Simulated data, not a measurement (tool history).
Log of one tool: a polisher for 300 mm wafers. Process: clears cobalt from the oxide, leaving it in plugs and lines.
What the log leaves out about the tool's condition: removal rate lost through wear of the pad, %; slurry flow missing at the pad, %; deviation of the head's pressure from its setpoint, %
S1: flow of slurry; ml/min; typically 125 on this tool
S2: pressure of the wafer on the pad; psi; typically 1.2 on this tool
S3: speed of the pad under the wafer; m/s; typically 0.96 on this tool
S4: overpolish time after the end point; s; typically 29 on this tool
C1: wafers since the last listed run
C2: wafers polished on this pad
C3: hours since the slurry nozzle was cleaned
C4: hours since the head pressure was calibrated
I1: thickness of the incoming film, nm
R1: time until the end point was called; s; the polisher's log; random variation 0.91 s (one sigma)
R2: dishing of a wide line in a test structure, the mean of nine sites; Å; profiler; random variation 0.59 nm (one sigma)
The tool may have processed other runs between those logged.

run,day,S1,S2,S3,S4,C1,C2,C3,C4,I1,R1,R2
1,0.000,110,1.2,0.96,29,0,1936,13.5,398.6,295.4,87.8,466
2,2.050,125,1.4,0.96,29,247,2184,62.7,447.8,296.7,76.5,490
# day 5.600: head pressure recalibrated
3,6.196,125,1.2,0.96,21,491,2675,162.2,14.3,291.5,89.9,396
# day 7.608: worn pad replaced by a new one
4,9.500,125,1.2,0.96,21,379,228,241.5,93.6,295.1,94.9,371
5,12.879,115,1.2,0.96,29,408,637,322.6,174.7,291.6,94.7,447
6,16.183,115,1.2,0.96,29,399,1037,401.9,254.0,296.8,98.4,443
7,20.321,125,1.2,0.96,29,500,1537,501.2,353.3,296.5,97.9,430
8,23.662,135,1.2,1.16,29,404,1941,581.4,433.5,296.2,81.6,484
# day 24.862: worn pad replaced by a new one, repeated, since the last time left the tool worse
# day 26.250: slurry nozzle cleaned
9,26.454,135,1.2,1.16,29,312,187,4.9,500.5,298.7,70.0,498
10,28.221,135,1.2,1.16,29,213,401,47.3,542.9,296.9,68.1,494
# day 30.162: head pressure recalibrated
11,31.050,125,1.2,0.96,29,332,733,115.2,21.3,294.5,84.4,472
12,33.933,125,1.2,0.96,29,348,1081,184.4,90.5,301.2,85.9,471
13,38.042,125,1.2,0.96,29,496,1578,283.0,189.1,300.8,87.3,470
14,39.704,125,1.2,0.96,29,201,1779,322.9,229.0,293.9,85.1,468
15,43.792,95,1.2,0.96,29,494,2274,421.0,327.1,297.2,92.1,441
# day 48.296: worn pad replaced by a new one
16,48.317,155,1.2,1.30,29,527,2,529.6,435.7,292.8,59.7,526
# day 51.633: slurry nozzle cleaned
17,52.054,160,1.2,0.96,29,446,449,10.1,525.4,291.9,80.4,475
# day 54.758: head pressure recalibrated
18,55.575,105,0.9,1.28,29,415,865,94.6,19.6,293.2,83.0,457
19,58.571,125,1.5,0.96,29,362,1227,166.5,91.5,293.2,68.2,502
20,60.092,125,1.2,0.96,29,183,1411,203.0,128.0,296.6,84.8,466
21,62.483,85,0.9,0.80,29,289,1700,260.4,185.4,300.4,143.9,364
22,64.646,100,1.2,0.96,12,261,1961,312.3,237.3,297.7,88.6,264
23,66.529,140,1.2,0.96,29,227,2189,357.5,282.5,293.6,85.9,464
# day 69.717: worn pad replaced by a new one
24,70.958,125,1.2,0.96,29,515,150,463.8,388.8,297.9,86.8,469
# day 73.917: slurry nozzle cleaned
25,74.938,150,1.2,0.82,16,476,626,24.5,484.3,294.4,96.4,314
26,79.258,125,1.3,0.96,15,522,1149,128.2,588.0,294.1,79.9,339
27,80.842,125,1.2,0.96,29,191,1340,166.2,626.0,294.6,85.0,476
# day 80.983: head pressure recalibrated
28,82.908,125,1.2,0.96,29,239,1580,215.8,46.2,294.7,88.6,466
29,85.083,145,1.2,1.28,38,263,1843,268.0,98.4,296.9,64.7,555
30,88.154,125,1.2,0.96,29,371,2214,341.7,172.1,295.9,89.0,464
31,91.092,125,1.2,0.96,29,355,2569,412.2,242.6,297.4,89.4,458
# day 92.767: worn pad replaced by a new one
32,94.583,155,1.0,0.96,16,402,219,496.0,326.4,298.8,95.4,314
# day 95.504: slurry nozzle cleaned
# day 104.450: head pressure recalibrated
33,104.954,125,1.2,1.06,29,1239,1458,226.8,12.1,294.9,77.1,478
34,107.283,125,1.2,0.96,29,281,1740,282.7,68.0,290.2,85.1,479

Here are 4 independent what-if runs from the current tool condition. What would each one return?
A,107.304,125,1.2,0.96,29,2,1743,283.2,68.5,296.9,?,?
B,107.304,100,1.3,0.96,29,2,1743,283.2,68.5,296.9,?,?
C,107.304,140,0.9,1.10,29,2,1743,283.2,68.5,296.9,?,?
D,107.304,145,1.2,1.12,29,2,1743,283.2,68.5,296.9,?,?

run,R1,R2
A,84.2,476
B,80.8,484
C,93.6,454
D,70.7,510
The same runs, with their run-to-run variation unchanged, on a tool lacking any hidden condition would have given:
run,R1,R2
A,81.7,482
B,78.5,490
C,90.9,460
D,68.7,515
